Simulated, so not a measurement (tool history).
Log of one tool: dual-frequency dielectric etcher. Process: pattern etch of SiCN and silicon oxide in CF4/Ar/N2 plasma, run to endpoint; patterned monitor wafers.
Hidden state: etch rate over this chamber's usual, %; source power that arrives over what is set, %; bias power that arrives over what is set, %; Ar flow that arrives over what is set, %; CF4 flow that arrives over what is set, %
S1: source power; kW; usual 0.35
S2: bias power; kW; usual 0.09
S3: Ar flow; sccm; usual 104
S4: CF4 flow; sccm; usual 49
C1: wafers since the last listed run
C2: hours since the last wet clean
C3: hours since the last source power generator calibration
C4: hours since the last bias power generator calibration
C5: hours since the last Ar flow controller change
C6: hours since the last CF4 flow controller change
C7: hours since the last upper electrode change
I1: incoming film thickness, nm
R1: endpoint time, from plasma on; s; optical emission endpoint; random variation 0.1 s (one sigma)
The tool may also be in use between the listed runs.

run 1 hour=0 | S1=0.43 S2=0.09 S3=84 S4=39 | C1=0 C2=360.6 C3=73.2 C4=5002.9 C5=112.1 C6=186 C7=2192.5 | I1=17.55 | R1=22.5
run 2 hour=25.8 | S1=0.35 S2=0.09 S3=104 S4=49 | C1=470 C2=386.4 C3=99 C4=5028.7 C5=137.9 C6=211.8 C7=2218.3 | I1=17.34 | R1=25.3
-- hour=67 wet clean of the chamber
run 3 hour=67.5 | S1=0.29 S2=0.09 S3=104 S4=44 | C1=322 C2=0.5 C3=140.7 C4=5070.4 C5=179.6 C6=253.5 C7=2260 | I1=17.62 | R1=26.9
run 4 hour=75.7 | S1=0.35 S2=0.09 S3=104 S4=41 | C1=149 C2=8.7 C3=148.9 C4=5078.6 C5=187.8 C6=261.7 C7=2268.2 | I1=17.58 | R1=24.5
run 5 hour=100.2 | S1=0.35 S2=0.09 S3=104 S4=49 | C1=447 C2=33.2 C3=173.4 C4=5103.1 C5=212.3 C6=286.2 C7=2292.7 | I1=17.46 | R1=24
run 6 hour=120.5 | S1=0.35 S2=0.09 S3=104 S4=59 | C1=370 C2=53.5 C3=193.7 C4=5123.4 C5=232.6 C6=306.5 C7=2313 | I1=17.48 | R1=23.7
run 7 hour=139.6 | S1=0.35 S2=0.09 S3=104 S4=49 | C1=348 C2=72.6 C3=212.8 C4=5142.5 C5=251.7 C6=325.6 C7=2332.1 | I1=17.58 | R1=24.4
run 8 hour=170.2 | S1=0.35 S2=0.09 S3=104 S4=49 | C1=558 C2=103.2 C3=243.4 C4=5173.1 C5=282.3 C6=356.2 C7=2362.7 | I1=17.39 | R1=23.9
-- hour=245.3 bias power generator calibrated
-- hour=289.5 upper electrode replaced
run 9 hour=290 | S1=0.28 S2=0.084 S3=111 S4=40 | C1=1675 C2=223 C3=363.2 C4=44.7 C5=402.1 C6=476 C7=0.5 | I1=17.46 | R1=29.6
run 10 hour=290.3 | S1=0.27 S2=0.078 S3=104 S4=49 | C1=5 C2=223.3 C3=363.5 C4=45 C5=402.4 C6=476.3 C7=0.8 | I1=17.5 | R1=30.2
run 11 hour=311.7 | S1=0.3 S2=0.09 S3=95 S4=49 | C1=390 C2=244.7 C3=384.9 C4=66.4 C5=423.8 C6=497.7 C7=22.2 | I1=17.56 | R1=26.7
run 12 hour=327.7 | S1=0.43 S2=0.09 S3=84 S4=39 | C1=291 C2=260.7 C3=400.9 C4=82.4 C5=439.8 C6=513.7 C7=38.2 | I1=17.32 | R1=21.7
run 13 hour=356.8 | S1=0.4 S2=0.09 S3=104 S4=49 | C1=531 C2=289.8 C3=430 C4=111.5 C5=468.9 C6=542.8 C7=67.3 | I1=17.56 | R1=23.3
run 14 hour=386.7 | S1=0.35 S2=0.074 S3=104 S4=40 | C1=545 C2=319.7 C3=459.9 C4=141.4 C5=498.8 C6=572.7 C7=97.2 | I1=17.43 | R1=28.2
run 15 hour=409.6 | S1=0.35 S2=0.09 S3=104 S4=49 | C1=417 C2=342.6 C3=482.8 C4=164.3 C5=521.7 C6=595.6 C7=120.1 | I1=17.43 | R1=25
run 16 hour=433.5 | S1=0.35 S2=0.096 S3=112 S4=49 | C1=436 C2=366.5 C3=506.7 C4=188.2 C5=545.6 C6=619.5 C7=144 | I1=17.55 | R1=24.9
run 17 hour=456 | S1=0.42 S2=0.097 S3=80 S4=43 | C1=410 C2=389 C3=529.2 C4=210.7 C5=568.1 C6=642 C7=166.5 | I1=17.47 | R1=21.2
-- hour=505 wet clean of the chamber
run 18 hour=505.5 | S1=0.35 S2=0.09 S3=89 S4=49 | C1=465 C2=0.5 C3=578.7 C4=260.2 C5=617.6 C6=691.5 C7=216 | I1=17.54 | R1=23.7
run 19 hour=506.9 | S1=0.35 S2=0.09 S3=104 S4=49 | C1=25 C2=1.9 C3=580.1 C4=261.6 C5=619 C6=692.9 C7=217.4 | I1=17.53 | R1=24.2
run 20 hour=526.9 | S1=0.42 S2=0.07 S3=112 S4=57 | C1=364 C2=21.9 C3=600.1 C4=281.6 C5=639 C6=712.9 C7=237.4 | I1=17.45 | R1=24.4
run 21 hour=556.9 | S1=0.28 S2=0.09 S3=104 S4=53 | C1=547 C2=51.9 C3=630.1 C4=311.6 C5=669 C6=742.9 C7=267.4 | I1=17.4 | R1=27.1
run 22 hour=590.7 | S1=0.35 S2=0.09 S3=104 S4=44 | C1=616 C2=85.7 C3=663.9 C4=345.4 C5=702.8 C6=776.7 C7=301.2 | I1=17.46 | R1=24.6
run 23 hour=607.5 | S1=0.42 S2=0.07 S3=104 S4=49 | C1=306 C2=102.5 C3=680.7 C4=362.2 C5=719.6 C6=793.5 C7=318 | I1=17.65 | R1=25.4

Forecast each of these 5 alternatives for the next run:
run A hour=607.9 | S1=0.35 S2=0.09 S3=104 S4=49 | C1=7 C2=102.9 C3=681.1 C4=362.6 C5=720 C6=793.9 C7=318.4 | I1=17.61 | R1=?
run B hour=607.9 | S1=0.3 S2=0.102 S3=91 S4=57 | C1=7 C2=102.9 C3=681.1 C4=362.6 C5=720 C6=793.9 C7=318.4 | I1=17.61 | R1=?
run C hour=607.9 | S1=0.29 S2=0.09 S3=104 S4=49 | C1=7 C2=102.9 C3=681.1 C4=362.6 C5=720 C6=793.9 C7=318.4 | I1=17.61 | R1=?
run D hour=607.9 | S1=0.28 S2=0.071 S3=104 S4=49 | C1=7 C2=102.9 C3=681.1 C4=362.6 C5=720 C6=793.9 C7=318.4 | I1=17.61 | R1=?
run E hour=607.9 | S1=0.35 S2=0.096 S3=104 S4=45 | C1=7 C2=102.9 C3=681.1 C4=362.6 C5=720 C6=793.9 C7=318.4 | I1=17.61 | R1=?

run=A R1=24.8
run=B R1=24.4
run=C R1=27.4
run=D R1=31.3
run=E R1=24.3
Without the tool's hidden state the same runs would have given:
run=A R1=24.3
run=B R1=23.9
run=C R1=26.8
run=D R1=30.6
run=E R1=23.8
